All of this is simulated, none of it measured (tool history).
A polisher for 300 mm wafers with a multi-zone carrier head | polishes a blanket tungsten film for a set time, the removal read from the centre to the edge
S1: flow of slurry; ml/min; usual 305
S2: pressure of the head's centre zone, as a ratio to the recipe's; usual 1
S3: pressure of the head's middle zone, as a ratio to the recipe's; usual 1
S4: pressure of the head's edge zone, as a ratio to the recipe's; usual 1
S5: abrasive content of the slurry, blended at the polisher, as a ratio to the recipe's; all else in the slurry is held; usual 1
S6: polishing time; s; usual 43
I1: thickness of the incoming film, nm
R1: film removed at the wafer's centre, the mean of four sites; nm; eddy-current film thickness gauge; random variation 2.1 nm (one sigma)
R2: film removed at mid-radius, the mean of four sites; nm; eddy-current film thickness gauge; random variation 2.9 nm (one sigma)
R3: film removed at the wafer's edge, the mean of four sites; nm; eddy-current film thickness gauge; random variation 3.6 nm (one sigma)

run,day,S1,S2,S3,S4,S5,S6,I1,R1,R2,R3
1,0,305,1,1,1,1,43,1190.7,290.9,281.3,292.9
2,4.379,305,1.04,1,0.93,1,43,1164,302,282.2,281.3
3,7.846,305,1,1.1,1,1,43,1168.9,289.2,292.4,288.8
4,10.921,305,1,1,1,1,43,1188.4,286.4,278.3,289.3
# day 11.746: worn pad replaced by a new one, of another model than before
# day 12.112: slurry nozzle cleaned
5,13.529,355,1,1,0.92,1,43,1181.2,309.3,292.5,290.8
6,16.229,305,1,1,1,1.1,48,1180.6,342.6,334,341.9
7,20.15,305,1,1,0.91,0.75,43,1155.5,283.1,271.7,260.6
8,23.238,305,1,1,1,1,43,1170.1,300.7,285.1,298.8
# day 24.933: centre zone pressure recalibrated
9,25.279,305,1,1,1,1,43,1183,292.3,287.3,296
10,28.621,245,1,1,1,1,43,1182.2,278.1,273.8,283.1
11,31.621,305,1,1.05,1.11,0.75,29,1183.9,183.6,182.3,194.2
# day 33.767: carrier head's membrane replaced by a new one
12,35.042,305,1,0.89,1,0.85,43,1183.3,279.5,253.1,277.5
13,37.646,305,1,1,1,0.75,43,1173.6,268.2,258.7,269.8
# day 38.508: worn pad replaced by a new one
14,40.517,390,1,1.09,1,0.8,32,1162.4,207.6,209.5,205
# day 42.733: edge zone pressure recalibrated
15,44.721,260,1,1,1,1,43,1192,261.8,259.6,273
16,47.154,305,1.08,1.04,1,1,43,1184.5,296.4,270.8,276.4
17,49.983,370,1,1,1.09,1,43,1195.1,284,273.9,302.1
# day 52.546: slurry nozzle cleaned
18,53.521,305,0.91,1,1,1,37,1191.1,234.8,246.9,254.4
19,55.638,305,1,1,1,1.3,43,1195,324,307.8,320.6
20,59.8,390,1.06,1.09,1,1,31,1175.7,235.2,219,219.2
# day 61.825: worn pad replaced by a new one
21,62.812,270,1,1,1.1,1,43,1173.1,285.7,278.1,304.3
22,64.421,345,1,1,1,1,43,1178.3,298.9,293.7,301.1

3 ways to go on from here, each from the tool as it stands after run 22. What would each give?
A,64.438,305,1,1,1,1,43,1177.4,?,?,?
B,64.438,255,1.03,1,1,1,43,1177.4,?,?,?
C,64.438,305,1,1,0.92,0.85,57,1177.4,?,?,?

run,R1,R2,R3
A,295,281.2,290
B,292.5,271.7,282.7
C,376.4,358.8,357
Without the tool's hidden state the same runs would have given:
run,R1,R2,R3
A,304.1,289,296.1
B,304.1,281.3,290.1
C,388,368.8,364.5
